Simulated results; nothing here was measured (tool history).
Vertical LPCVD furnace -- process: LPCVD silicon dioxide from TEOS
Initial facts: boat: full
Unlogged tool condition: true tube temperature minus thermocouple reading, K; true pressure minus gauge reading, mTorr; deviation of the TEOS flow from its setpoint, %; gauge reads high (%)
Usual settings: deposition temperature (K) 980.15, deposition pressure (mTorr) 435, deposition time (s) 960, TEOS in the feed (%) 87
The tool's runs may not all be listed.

run	hour	deposition temperature (K)	deposition pressure (mTorr)	deposition time (s)	TEOS in the feed (%)	wafers since the last listed run	hours since the last temperature calibration	hours since the pressure gauge was zeroed	hours since the TEOS flow controller was replaced	hours since the gauge calibration	read-back reference wafer on the same gauge, thickness	film thickness on the monitor wafer in the middle of the boat (nm)
1	0	980.15	435	960	97	0	2105.2	2214.3	1276.4	55	227.02	209.99
2	69.5	980.15	435	960	97	1044	2174.7	2283.8	1345.9	124.5	226.93	209.44
3	169.8	987.15	435	960	87	1506	2275	2384.1	1446.2	224.8	227.1	232.69
4	233.2	987.15	435	960	87	952	2338.4	2447.5	1509.6	288.2	226.76	231.64
5	298.2	980.15	435	960	87	976	2403.4	2512.5	1574.6	353.2	227.04	197.56
# hour 364.1: pressure gauge zeroed
6	364.6	980.15	435	960	87	636	2469.8	0.5	1641	419.6	226.99	206.1
7	455.2	980.15	435	960	87	1361	2560.4	91.1	1731.6	510.2	226.99	205.7
8	518.6	989.15	380	870	93	952	2623.8	154.5	1795	573.6	226.96	221.25
9	573	984.15	435	960	87	817	2678.2	208.9	1849.4	628	226.98	225.44

Run 10 comes next. What will it give?
# hour 614.2: gauge calibrated
10	616	980.15	435	960	82	645	2721.2	251.9	1892.4	1.8	?	?

{"run 10": {"read-back reference wafer on the same gauge, thickness": 227.01, "film thickness on the monitor wafer in the middle of the boat (nm)": 201}}
With the hidden condition absent and the run-to-run variation left alone, this run would have shown film thickness on the monitor wafer in the middle of the boat (nm) 192.41.

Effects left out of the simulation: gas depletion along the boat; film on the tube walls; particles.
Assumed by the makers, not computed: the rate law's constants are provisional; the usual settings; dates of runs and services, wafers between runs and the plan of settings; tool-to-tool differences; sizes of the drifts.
